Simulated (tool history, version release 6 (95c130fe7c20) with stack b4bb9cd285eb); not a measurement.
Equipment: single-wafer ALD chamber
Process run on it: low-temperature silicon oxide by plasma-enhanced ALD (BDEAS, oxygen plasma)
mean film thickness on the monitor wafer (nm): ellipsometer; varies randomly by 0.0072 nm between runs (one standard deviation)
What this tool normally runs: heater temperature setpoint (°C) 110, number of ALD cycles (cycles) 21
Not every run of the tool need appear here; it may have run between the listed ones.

| run | day | heater temperature setpoint (°C) | number of ALD cycles (cycles) | read-back reference wafer on the same gauge, thickness_nm | mean film thickness on the monitor wafer (nm) |
|---|---|---|---|---|---|
| 1 | 0.000 | 107 | 21 | 3.000 | 2.918 |
| 2 | 1.879 | 110 | 21 | 2.999 | 2.899 |
| 3 | 4.454 | 110 | 21 | 3.001 | 2.890 |
| 4 | 9.358 | 100 | 19 | 3.000 | 2.669 |
| 5 | 10.971 | 100 | 19 | 3.002 | 2.668 |
| 6 | 12.096 | 100 | 19 | 2.999 | 2.684 |
| 7 | 14.862 | 99 | 21 | 3.003 | 2.986 |
|  | 15.633 | gauge calibrated |
| 8 | 16.646 | 99 | 21 | 3.001 | 2.960 |
| 9 | 19.475 | 110 | 19 | 3.003 | 2.615 |
| 10 | 21.088 | 118 | 24 | 3.000 | 3.249 |
| 11 | 23.562 | 110 | 20 | 3.000 | 2.755 |
| 12 | 25.312 | 110 | 21 | 2.999 | 2.892 |
| 13 | 26.788 | 110 | 21 | 2.999 | 2.886 |
|  | 27.738 | thermocouple changed; heater temperature recalibrated |
| 14 | 29.350 | 100 | 24 | 2.999 | 3.375 |
| 15 | 30.583 | 110 | 25 | 3.002 | 3.446 |
| 16 | 32.438 | 103 | 17 | 3.002 | 2.378 |
| 17 | 34.321 | 99 | 24 | 2.999 | 3.391 |
| 18 | 35.558 | 110 | 21 | 3.000 | 2.876 |
| 19 | 37.300 | 115 | 24 | 3.000 | 3.267 |

Predict each of these 3 candidate next runs independently; none follows another, all start after run 19:
| A | 37.317 | 110 | 21 | ? | ? |
| B | 37.317 | 124 | 19 | ? | ? |
| C | 37.317 | 122 | 19 | ? | ? |

| run | read-back reference wafer on the same gauge, thickness_nm | mean film thickness on the monitor wafer (nm) |
|---|---|---|
| A | 2.999 | 2.900 |
| B | 2.999 | 2.547 |
| C | 2.999 | 2.558 |
Had the tool no hidden state, the same runs would have come out as:
| run | mean film thickness on the monitor wafer (nm) |
|---|---|
| A | 2.900 |
| B | 2.547 |
| C | 2.558 |
